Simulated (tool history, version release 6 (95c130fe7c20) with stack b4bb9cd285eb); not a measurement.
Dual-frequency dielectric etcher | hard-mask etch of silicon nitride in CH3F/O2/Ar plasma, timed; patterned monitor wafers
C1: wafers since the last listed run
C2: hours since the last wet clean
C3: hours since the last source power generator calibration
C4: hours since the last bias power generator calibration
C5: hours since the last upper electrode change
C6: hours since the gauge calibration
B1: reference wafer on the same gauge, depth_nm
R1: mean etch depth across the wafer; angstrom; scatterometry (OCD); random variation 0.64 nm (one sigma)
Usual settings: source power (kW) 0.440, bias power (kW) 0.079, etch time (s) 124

{"run": 1, "hour": 0.0, "source power (kW)": 0.44, "bias power (kW)": 0.079, "etch time (s)": 124, "C1": 0, "C2": 200.0, "C3": 3486.2, "C4": 2299.9, "C5": 1482.5, "C6": 213.7, "B1": 85.6, "R1": 976}
{"run": 2, "hour": 26.4, "source power (kW)": 0.44, "bias power (kW)": 0.079, "etch time (s)": 124, "C1": 157, "C2": 226.4, "C3": 3512.6, "C4": 2326.3, "C5": 1508.9, "C6": 240.1, "B1": 85.7, "R1": 969}
{"run": 3, "hour": 62.0, "source power (kW)": 0.44, "bias power (kW)": 0.079, "etch time (s)": 124, "C1": 212, "C2": 262.0, "C3": 3548.2, "C4": 2361.9, "C5": 1544.5, "C6": 275.7, "B1": 85.7, "R1": 960}
{"run": 4, "hour": 93.9, "source power (kW)": 0.44, "bias power (kW)": 0.079, "etch time (s)": 124, "C1": 190, "C2": 293.9, "C3": 3580.1, "C4": 2393.8, "C5": 1576.4, "C6": 307.6, "B1": 85.6, "R1": 961}
{"run": 5, "hour": 109.9, "source power (kW)": 0.44, "bias power (kW)": 0.079, "etch time (s)": 124, "C1": 95, "C2": 309.9, "C3": 3596.1, "C4": 2409.8, "C5": 1592.4, "C6": 323.6, "B1": 85.8, "R1": 955}
{"run": 6, "hour": 122.0, "source power (kW)": 0.44, "bias power (kW)": 0.079, "etch time (s)": 124, "C1": 72, "C2": 322.0, "C3": 3608.2, "C4": 2421.9, "C5": 1604.5, "C6": 335.7, "B1": 85.7, "R1": 961}
{"hour": 176.3, "done": "wet clean of the chamber"}
{"run": 7, "hour": 176.8, "source power (kW)": 0.44, "bias power (kW)": 0.079, "etch time (s)": 124, "C1": 183, "C2": 0.5, "C3": 3663.0, "C4": 2476.7, "C5": 1659.3, "C6": 390.5, "B1": 85.7, "R1": 926}

The next listed run, before its measurement:
{"run": 8, "hour": 177.2, "source power (kW)": 0.44, "bias power (kW)": 0.079, "etch time (s)": 124, "C1": 2, "C2": 0.9, "C3": 3663.4, "C4": 2477.1, "C5": 1659.7, "C6": 390.9, "B1": "?", "R1": "?"}

Run 8 gave B1 85.7, R1 935 angstrom.
Without the tool's hidden state the same run would have given R1 995 angstrom.

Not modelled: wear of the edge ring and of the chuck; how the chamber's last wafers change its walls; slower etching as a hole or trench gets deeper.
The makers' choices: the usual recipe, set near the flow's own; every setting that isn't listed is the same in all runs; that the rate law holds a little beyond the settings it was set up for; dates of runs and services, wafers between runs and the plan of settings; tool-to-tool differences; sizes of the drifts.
